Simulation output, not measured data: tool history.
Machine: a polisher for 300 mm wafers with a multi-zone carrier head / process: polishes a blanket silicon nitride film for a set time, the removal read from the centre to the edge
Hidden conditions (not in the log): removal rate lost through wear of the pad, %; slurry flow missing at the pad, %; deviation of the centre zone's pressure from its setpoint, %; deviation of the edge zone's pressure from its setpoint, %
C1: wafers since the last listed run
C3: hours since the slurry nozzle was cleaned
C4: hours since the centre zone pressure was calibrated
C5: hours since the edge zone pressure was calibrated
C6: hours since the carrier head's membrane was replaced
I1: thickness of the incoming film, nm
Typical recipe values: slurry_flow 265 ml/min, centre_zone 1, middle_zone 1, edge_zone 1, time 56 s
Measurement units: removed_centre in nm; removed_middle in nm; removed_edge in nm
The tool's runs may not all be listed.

{"run": 1, "hour": 0.0, "slurry_flow": 265, "centre_zone": 1, "middle_zone": 1, "edge_zone": 1, "time": 56, "C1": 0, "wafers polished on this pad": 142, "C3": 444.7, "C4": 330.2, "C5": 507.8, "C6": 1894.4, "I1": 651.1, "removed_centre": 80.8, "removed_middle": 79.6, "removed_edge": 78.4}
{"run": 2, "hour": 12.8, "slurry_flow": 265, "centre_zone": 1, "middle_zone": 1, "edge_zone": 1, "time": 56, "C1": 120, "wafers polished on this pad": 263, "C3": 457.5, "C4": 343, "C5": 520.6, "C6": 1907.2, "I1": 646.1, "removed_centre": 77.6, "removed_middle": 77.7, "removed_edge": 76.7}
{"run": 3, "hour": 25.1, "slurry_flow": 265, "centre_zone": 1, "middle_zone": 1, "edge_zone": 1, "time": 56, "C1": 116, "wafers polished on this pad": 379, "C3": 469.8, "C4": 355.3, "C5": 532.9, "C6": 1919.5, "I1": 651.7, "removed_centre": 76.9, "removed_middle": 76.9, "removed_edge": 75.3}
{"hour": 35.6, "done": "worn pad replaced by a new one"}
{"run": 4, "hour": 36.1, "slurry_flow": 265, "centre_zone": 1, "middle_zone": 1, "edge_zone": 1, "time": 47, "C1": 66, "wafers polished on this pad": 4, "C3": 480.8, "C4": 366.3, "C5": 543.9, "C6": 1930.5, "I1": 644.1, "removed_centre": 67.3, "removed_middle": 68.4, "removed_edge": 65.9}
{"run": 5, "hour": 51.1, "slurry_flow": 265, "centre_zone": 1, "middle_zone": 1, "edge_zone": 1, "time": 47, "C1": 141, "wafers polished on this pad": 146, "C3": 495.8, "C4": 381.3, "C5": 558.9, "C6": 1945.5, "I1": 650.7, "removed_centre": 67.7, "removed_middle": 67, "removed_edge": 65.2}
{"run": 6, "hour": 64.4, "slurry_flow": 265, "centre_zone": 1, "middle_zone": 1, "edge_zone": 1, "time": 47, "C1": 125, "wafers polished on this pad": 272, "C3": 509.1, "C4": 394.6, "C5": 572.2, "C6": 1958.8, "I1": 650.4, "removed_centre": 65.6, "removed_middle": 66.7, "removed_edge": 64.6}
{"run": 7, "hour": 71.2, "slurry_flow": 265, "centre_zone": 1, "middle_zone": 1, "edge_zone": 1, "time": 56, "C1": 64, "wafers polished on this pad": 336, "C3": 515.9, "C4": 401.4, "C5": 579, "C6": 1965.6, "I1": 651.6, "removed_centre": 77, "removed_middle": 78.1, "removed_edge": 76.4}
{"hour": 86.3, "done": "centre zone pressure recalibrated"}
{"hour": 87.4, "done": "worn pad replaced by a new one"}
{"run": 8, "hour": 87.9, "slurry_flow": 265, "centre_zone": 1, "middle_zone": 1, "edge_zone": 1, "time": 56, "C1": 128, "wafers polished on this pad": 4, "C3": 532.6, "C4": 1.6, "C5": 595.7, "C6": 1982.3, "I1": 646.8, "removed_centre": 80.8, "removed_middle": 81.8, "removed_edge": 80}
{"run": 9, "hour": 102.9, "slurry_flow": 265, "centre_zone": 1, "middle_zone": 1, "edge_zone": 1, "time": 56, "C1": 141, "wafers polished on this pad": 146, "C3": 547.6, "C4": 16.6, "C5": 610.7, "C6": 1997.3, "I1": 649.8, "removed_centre": 79.9, "removed_middle": 79.9, "removed_edge": 77.5}
{"run": 10, "hour": 111.7, "slurry_flow": 265, "centre_zone": 1, "middle_zone": 1.09, "edge_zone": 0.92, "time": 56, "C1": 83, "wafers polished on this pad": 229, "C3": 556.4, "C4": 25.4, "C5": 619.5, "C6": 2006.1, "I1": 648.2, "removed_centre": 78.2, "removed_middle": 85.1, "removed_edge": 75.4}
{"hour": 118.7, "done": "slurry nozzle cleaned"}
{"run": 11, "hour": 119.2, "slurry_flow": 265, "centre_zone": 1, "middle_zone": 1.09, "edge_zone": 0.92, "time": 56, "C1": 61, "wafers polished on this pad": 291, "C3": 0.5, "C4": 32.9, "C5": 627, "C6": 2013.6, "I1": 647.1, "removed_centre": 77.7, "removed_middle": 83.7, "removed_edge": 73.9}
{"hour": 135.7, "done": "worn pad replaced by a new one"}
{"run": 12, "hour": 136.2, "slurry_flow": 265, "centre_zone": 1, "middle_zone": 1, "edge_zone": 1, "time": 56, "C1": 122, "wafers polished on this pad": 4, "C3": 17.5, "C4": 49.9, "C5": 644, "C6": 2030.6, "I1": 637, "removed_centre": 80, "removed_middle": 81.8, "removed_edge": 80.2}
{"run": 13, "hour": 145.0, "slurry_flow": 265, "centre_zone": 1, "middle_zone": 1, "edge_zone": 0.93, "time": 56, "C1": 83, "wafers polished on this pad": 87, "C3": 26.3, "C4": 58.7, "C5": 652.8, "C6": 2039.4, "I1": 660.9, "removed_centre": 80.8, "removed_middle": 81.1, "removed_edge": 77.1}
{"run": 14, "hour": 151.3, "slurry_flow": 265, "centre_zone": 1, "middle_zone": 1, "edge_zone": 1, "time": 47, "C1": 59, "wafers polished on this pad": 146, "C3": 32.6, "C4": 65, "C5": 659.1, "C6": 2045.7, "I1": 647.1, "removed_centre": 67.2, "removed_middle": 67.3, "removed_edge": 66.4}
{"hour": 161.0, "done": "carrier head's membrane replaced by a new one"}
{"run": 15, "hour": 164.7, "slurry_flow": 315, "centre_zone": 1, "middle_zone": 1, "edge_zone": 0.89, "time": 56, "C1": 79, "wafers polished on this pad": 226, "C3": 46, "C4": 78.4, "C5": 672.5, "C6": 3.7, "I1": 660.1, "removed_centre": 81.6, "removed_middle": 80.4, "removed_edge": 75}
{"hour": 167.3, "done": "edge zone pressure recalibrated"}
{"run": 16, "hour": 177.4, "slurry_flow": 225, "centre_zone": 1, "middle_zone": 1, "edge_zone": 1, "time": 56, "C1": 101, "wafers polished on this pad": 327, "C3": 58.7, "C4": 91.1, "C5": 10.1, "C6": 16.4, "I1": 660.9, "removed_centre": 74.7, "removed_middle": 75.3, "removed_edge": 74.4}
{"hour": 195.1, "done": "worn pad replaced by a new one"}
{"run": 17, "hour": 195.6, "slurry_flow": 265, "centre_zone": 1, "middle_zone": 1, "edge_zone": 1, "time": 56, "C1": 134, "wafers polished on this pad": 4, "C3": 76.9, "C4": 109.3, "C5": 28.3, "C6": 34.6, "I1": 645.6, "removed_centre": 81.4, "removed_middle": 81, "removed_edge": 78.4}
{"run": 18, "hour": 201.2, "slurry_flow": 230, "centre_zone": 1, "middle_zone": 0.92, "edge_zone": 1.08, "time": 74, "C1": 52, "wafers polished on this pad": 57, "C3": 82.5, "C4": 114.9, "C5": 33.9, "C6": 40.2, "I1": 658.9, "removed_centre": 104.1, "removed_middle": 96.8, "removed_edge": 105.4}
{"run": 19, "hour": 209.2, "slurry_flow": 265, "centre_zone": 1, "middle_zone": 1.06, "edge_zone": 0.96, "time": 56, "C1": 75, "wafers polished on this pad": 132, "C3": 90.5, "C4": 122.9, "C5": 41.9, "C6": 48.2, "I1": 640.2, "removed_centre": 78.5, "removed_middle": 83.3, "removed_edge": 76.2}
{"run": 20, "hour": 219.2, "slurry_flow": 305, "centre_zone": 1.04, "middle_zone": 0.92, "edge_zone": 1, "time": 75, "C1": 94, "wafers polished on this pad": 227, "C3": 100.5, "C4": 132.9, "C5": 51.9, "C6": 58.2, "I1": 659.1, "removed_centre": 110.6, "removed_middle": 99.9, "removed_edge": 104.2}
{"run": 21, "hour": 235.4, "slurry_flow": 305, "centre_zone": 1.04, "middle_zone": 0.96, "edge_zone": 1, "time": 62, "C1": 153, "wafers polished on this pad": 380, "C3": 116.7, "C4": 149.1, "C5": 68.1, "C6": 74.4, "I1": 658.3, "removed_centre": 89.7, "removed_middle": 82.8, "removed_edge": 84}
{"hour": 255.4, "done": "worn pad replaced by a new one"}
{"run": 22, "hour": 255.9, "slurry_flow": 265, "centre_zone": 1.06, "middle_zone": 1, "edge_zone": 1, "time": 46, "C1": 155, "wafers polished on this pad": 5, "C3": 137.2, "C4": 169.6, "C5": 88.6, "C6": 94.9, "I1": 644.8, "removed_centre": 69, "removed_middle": 66.4, "removed_edge": 64.7}
{"run": 23, "hour": 262.2, "slurry_flow": 265, "centre_zone": 1, "middle_zone": 1, "edge_zone": 1, "time": 56, "C1": 59, "wafers polished on this pad": 64, "C3": 143.5, "C4": 175.9, "C5": 94.9, "C6": 101.2, "I1": 650.5, "removed_centre": 79.4, "removed_middle": 80.7, "removed_edge": 78.1}

Alternative continuations, all from the tool just after run 23; predict every row:
{"run": "A", "hour": 262.6, "slurry_flow": 265, "centre_zone": 1, "middle_zone": 1, "edge_zone": 1, "time": 56, "C1": 3, "wafers polished on this pad": 68, "C3": 143.9, "C4": 176.3, "C5": 95.3, "C6": 101.6, "I1": 649.7, "removed_centre": "?", "removed_middle": "?", "removed_edge": "?"}
{"run": "B", "hour": 262.6, "slurry_flow": 265, "centre_zone": 1.05, "middle_zone": 1, "edge_zone": 1, "time": 56, "C1": 3, "wafers polished on this pad": 68, "C3": 143.9, "C4": 176.3, "C5": 95.3, "C6": 101.6, "I1": 649.7, "removed_centre": "?", "removed_middle": "?", "removed_edge": "?"}
{"run": "C", "hour": 262.6, "slurry_flow": 265, "centre_zone": 1, "middle_zone": 1.05, "edge_zone": 0.94, "time": 56, "C1": 3, "wafers polished on this pad": 68, "C3": 143.9, "C4": 176.3, "C5": 95.3, "C6": 101.6, "I1": 649.7, "removed_centre": "?", "removed_middle": "?", "removed_edge": "?"}

run=A removed_centre=79.2 removed_middle=80.6 removed_edge=78.2
run=B removed_centre=82.6 removed_middle=80.6 removed_edge=78.2
run=C removed_centre=79.2 removed_middle=84.1 removed_edge=76.3
With the hidden condition removed and each run's random variation left untouched, the same runs would have given:
run=A removed_centre=80.7 removed_middle=82.2 removed_edge=79.7
run=B removed_centre=84.2 removed_middle=82.2 removed_edge=79.7
run=C removed_centre=80.7 removed_middle=85.7 removed_edge=77.8
